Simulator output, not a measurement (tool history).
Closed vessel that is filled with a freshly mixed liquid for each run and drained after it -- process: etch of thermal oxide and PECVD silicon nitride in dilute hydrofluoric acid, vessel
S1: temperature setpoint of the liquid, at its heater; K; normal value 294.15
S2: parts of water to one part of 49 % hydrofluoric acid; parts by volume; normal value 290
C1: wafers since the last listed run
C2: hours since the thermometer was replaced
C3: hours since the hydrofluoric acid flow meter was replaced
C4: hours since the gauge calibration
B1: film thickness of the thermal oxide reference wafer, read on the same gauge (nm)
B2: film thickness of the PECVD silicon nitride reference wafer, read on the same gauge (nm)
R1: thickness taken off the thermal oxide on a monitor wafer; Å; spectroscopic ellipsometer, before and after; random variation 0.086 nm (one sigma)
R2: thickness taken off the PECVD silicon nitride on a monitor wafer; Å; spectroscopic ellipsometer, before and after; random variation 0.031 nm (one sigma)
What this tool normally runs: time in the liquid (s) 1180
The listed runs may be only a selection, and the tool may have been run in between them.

{"run": 1, "day": 0.0, "S1": 294.15, "S2": 240, "time in the liquid (s)": 1180, "C1": 0, "C2": 1870.9, "C3": 186.8, "C4": 653.7, "B1": 97.65, "B2": 87.9, "R1": 173.1, "R2": 117.6}
{"run": 2, "day": 0.608, "S1": 294.15, "S2": 240, "time in the liquid (s)": 1180, "C1": 675, "C2": 1885.5, "C3": 201.4, "C4": 668.3, "B1": 97.65, "B2": 87.91, "R1": 174.2, "R2": 117.9}
{"run": 3, "day": 1.646, "S1": 294.15, "S2": 240, "time in the liquid (s)": 1180, "C1": 1152, "C2": 1910.4, "C3": 226.3, "C4": 693.2, "B1": 97.63, "B2": 87.92, "R1": 172.3, "R2": 117.8}
{"run": 4, "day": 2.529, "S1": 294.15, "S2": 290, "time in the liquid (s)": 1180, "C1": 981, "C2": 1931.6, "C3": 247.5, "C4": 714.4, "B1": 97.63, "B2": 87.87, "R1": 138, "R2": 98}
{"run": 5, "day": 3.75, "S1": 294.15, "S2": 290, "time in the liquid (s)": 1180, "C1": 1356, "C2": 1960.9, "C3": 276.8, "C4": 743.7, "B1": 97.61, "B2": 87.81, "R1": 137.1, "R2": 97.9}
{"run": 6, "day": 4.379, "S1": 294.15, "S2": 290, "time in the liquid (s)": 1180, "C1": 699, "C2": 1976, "C3": 291.9, "C4": 758.8, "B1": 97.62, "B2": 87.89, "R1": 136.1, "R2": 97.5}
{"day": 4.421, "done": "gauge calibrated"}
{"run": 7, "day": 5.375, "S1": 294.15, "S2": 290, "time in the liquid (s)": 1180, "C1": 1106, "C2": 1999.9, "C3": 315.8, "C4": 22.9, "B1": 99.73, "B2": 89.73, "R1": 140.6, "R2": 100.2}
{"day": 6.192, "done": "thermometer replaced"}
{"run": 8, "day": 6.346, "S1": 294.15, "S2": 290, "time in the liquid (s)": 1180, "C1": 1032, "C2": 3.7, "C3": 339.1, "C4": 46.2, "B1": 99.51, "B2": 89.54, "R1": 140.4, "R2": 99.5}
{"run": 9, "day": 6.904, "S1": 294.15, "S2": 290, "time in the liquid (s)": 1735, "C1": 620, "C2": 17.1, "C3": 352.5, "C4": 59.6, "B1": 99.36, "B2": 89.4, "R1": 206.6, "R2": 146.8}
{"run": 10, "day": 8.075, "S1": 294.15, "S2": 290, "time in the liquid (s)": 1735, "C1": 1301, "C2": 45.2, "C3": 380.6, "C4": 87.7, "B1": 99.12, "B2": 89.18, "R1": 203.5, "R2": 146.7}
{"run": 11, "day": 8.838, "S1": 294.15, "S2": 290, "time in the liquid (s)": 1180, "C1": 847, "C2": 63.5, "C3": 398.9, "C4": 106, "B1": 98.95, "B2": 89.04, "R1": 140.1, "R2": 99.3}
{"run": 12, "day": 9.65, "S1": 294.15, "S2": 290, "time in the liquid (s)": 1180, "C1": 902, "C2": 83, "C3": 418.4, "C4": 125.5, "B1": 98.81, "B2": 88.94, "R1": 137.9, "R2": 99.8}
{"day": 10.396, "done": "hydrofluoric acid flow meter replaced"}
{"run": 13, "day": 10.521, "S1": 296.65, "S2": 290, "time in the liquid (s)": 1180, "C1": 921, "C2": 103.9, "C3": 3, "C4": 146.4, "B1": 98.65, "B2": 88.73, "R1": 151.3, "R2": 115.6}
{"run": 14, "day": 11.767, "S1": 291.15, "S2": 245, "time in the liquid (s)": 1180, "C1": 1384, "C2": 133.8, "C3": 32.9, "C4": 176.3, "B1": 98.51, "B2": 88.61, "R1": 152.2, "R2": 95.7}
{"run": 15, "day": 13.162, "S1": 298.15, "S2": 415, "time in the liquid (s)": 650, "C1": 1551, "C2": 167.3, "C3": 66.4, "C4": 209.8, "B1": 98.33, "B2": 88.48, "R1": 54.1, "R2": 48.8}
{"run": 16, "day": 13.779, "S1": 290.15, "S2": 290, "time in the liquid (s)": 885, "C1": 685, "C2": 182.1, "C3": 81.2, "C4": 224.6, "B1": 98.24, "B2": 88.41, "R1": 89, "R2": 57.1}
{"run": 17, "day": 14.708, "S1": 294.15, "S2": 395, "time in the liquid (s)": 1180, "C1": 1032, "C2": 204.4, "C3": 103.5, "C4": 246.9, "B1": 98.14, "B2": 88.31, "R1": 91.5, "R2": 72.7}
{"run": 18, "day": 15.604, "S1": 298.15, "S2": 415, "time in the liquid (s)": 650, "C1": 995, "C2": 225.9, "C3": 125, "C4": 268.4, "B1": 98.06, "B2": 88.24, "R1": 54.8, "R2": 48.5}
{"run": 19, "day": 16.471, "S1": 294.15, "S2": 195, "time in the liquid (s)": 1815, "C1": 963, "C2": 246.7, "C3": 145.8, "C4": 289.2, "B1": 97.98, "B2": 88.15, "R1": 345, "R2": 223.4}
{"run": 20, "day": 17.517, "S1": 294.15, "S2": 290, "time in the liquid (s)": 1180, "C1": 1162, "C2": 271.8, "C3": 170.9, "C4": 314.3, "B1": 97.89, "B2": 88.07, "R1": 136.7, "R2": 98.3}
{"run": 21, "day": 18.175, "S1": 294.15, "S2": 290, "time in the liquid (s)": 1845, "C1": 731, "C2": 287.6, "C3": 186.7, "C4": 330.1, "B1": 97.82, "B2": 88.11, "R1": 213.6, "R2": 153.3}
{"run": 22, "day": 19.292, "S1": 294.15, "S2": 290, "time in the liquid (s)": 1180, "C1": 1240, "C2": 314.4, "C3": 213.5, "C4": 356.9, "B1": 97.78, "B2": 87.99, "R1": 137.7, "R2": 97.9}
{"run": 23, "day": 20.338, "S1": 299.15, "S2": 215, "time in the liquid (s)": 1180, "C1": 1162, "C2": 339.5, "C3": 238.6, "C4": 382, "B1": 97.7, "B2": 87.89, "R1": 240.5, "R2": 180.6}
{"run": 24, "day": 20.979, "S1": 294.15, "S2": 240, "time in the liquid (s)": 1180, "C1": 713, "C2": 354.9, "C3": 254, "C4": 397.4, "B1": 97.69, "B2": 87.9, "R1": 172.8, "R2": 118.3}
{"run": 25, "day": 22.004, "S1": 291.15, "S2": 250, "time in the liquid (s)": 635, "C1": 1139, "C2": 379.5, "C3": 278.6, "C4": 422, "B1": 97.61, "B2": 87.9, "R1": 79, "R2": 50}

Run-by-run hidden state of the tool:
liquid colder than its thermometer reads (K): 0 in every run
hydrofluoric acid flow above the setpoint (%): 0 in every run
H1: gauge reads high (%)
run=1 H1=-2.33
run=2 H1=-2.34
run=3 H1=-2.36
run=4 H1=-2.37
run=5 H1=-2.38
run=6 H1=-2.39
run=7 H1=-0.254
run=8 H1=-0.506
run=9 H1=-0.639
run=10 H1=-0.894
run=11 H1=-1.04
run=12 H1=-1.19
run=13 H1=-1.33
run=14 H1=-1.51
run=15 H1=-1.69
run=16 H1=-1.76
run=17 H1=-1.86
run=18 H1=-1.94
run=19 H1=-2.02
run=20 H1=-2.1
run=21 H1=-2.15
run=22 H1=-2.22
run=23 H1=-2.28
run=24 H1=-2.31
run=25 H1=-2.36
